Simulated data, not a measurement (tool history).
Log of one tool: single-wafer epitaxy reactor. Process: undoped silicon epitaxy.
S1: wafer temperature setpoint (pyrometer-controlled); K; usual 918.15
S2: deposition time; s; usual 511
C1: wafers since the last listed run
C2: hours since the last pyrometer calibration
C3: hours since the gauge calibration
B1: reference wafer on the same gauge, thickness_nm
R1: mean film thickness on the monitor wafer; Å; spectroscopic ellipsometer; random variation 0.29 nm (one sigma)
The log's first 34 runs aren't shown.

run 35 day=111.217 | S1=926.15 S2=475 | C1=204 C2=312.1 C3=1522.6 | B1=62.875 | R1=782.59
run 36 day=114.612 | S1=931.15 S2=446 | C1=370 C2=393.6 C3=1604.1 | B1=62.811 | R1=827.30
run 37 day=117.800 | S1=909.15 S2=470 | C1=348 C2=470.1 C3=1680.6 | B1=62.725 | R1=501.93
run 38 day=120.779 | S1=908.15 S2=427 | C1=325 C2=541.6 C3=1752.1 | B1=62.724 | R1=445.68
run 39 day=123.283 | S1=903.15 S2=456 | C1=273 C2=601.7 C3=1812.2 | B1=62.782 | R1=417.74
run 40 day=127.371 | S1=918.15 S2=511 | C1=446 C2=699.8 C3=1910.3 | B1=62.705 | R1=684.92
run 41 day=133.654 | S1=911.15 S2=567 | C1=686 C2=850.6 C3=2061.1 | B1=62.603 | R1=635.60
run 42 day=136.071 | S1=907.15 S2=606 | C1=263 C2=908.6 C3=2119.1 | B1=62.650 | R1=615.19
run 43 day=137.750 | S1=910.15 S2=455 | C1=183 C2=948.9 C3=2159.4 | B1=62.607 | R1=494.55
run 44 day=140.567 | S1=933.15 S2=583 | C1=307 C2=1016.5 C3=2227.0 | B1=62.571 | R1=1124.78
run 45 day=142.975 | S1=918.15 S2=511 | C1=263 C2=1074.3 C3=2284.8 | B1=62.573 | R1=683.45
-- day=146.304 gauge calibrated
run 46 day=146.429 | S1=925.15 S2=577 | C1=377 C2=1157.2 C3=3.0 | B1=65.539 | R1=959.02
run 47 day=148.371 | S1=925.15 S2=453 | C1=212 C2=1203.8 C3=49.6 | B1=65.433 | R1=751.65

3 ways to go on from here, each from the tool as it stands after run 47. What would each give?
run A day=148.392 | S1=918.15 S2=511 | C1=2 C2=1204.3 C3=50.1 | B1=? | R1=?
run B day=148.392 | S1=906.15 S2=419 | C1=2 C2=1204.3 C3=50.1 | B1=? | R1=?
run C day=148.392 | S1=910.15 S2=511 | C1=2 C2=1204.3 C3=50.1 | B1=? | R1=?

run=A B1=65.331 R1=714.66
run=B B1=65.331 R1=431.57
run=C B1=65.331 R1=583.43
Without the tool's hidden state the same runs would have given:
run=A R1=716.47
run=B R1=432.67
run=C R1=584.90
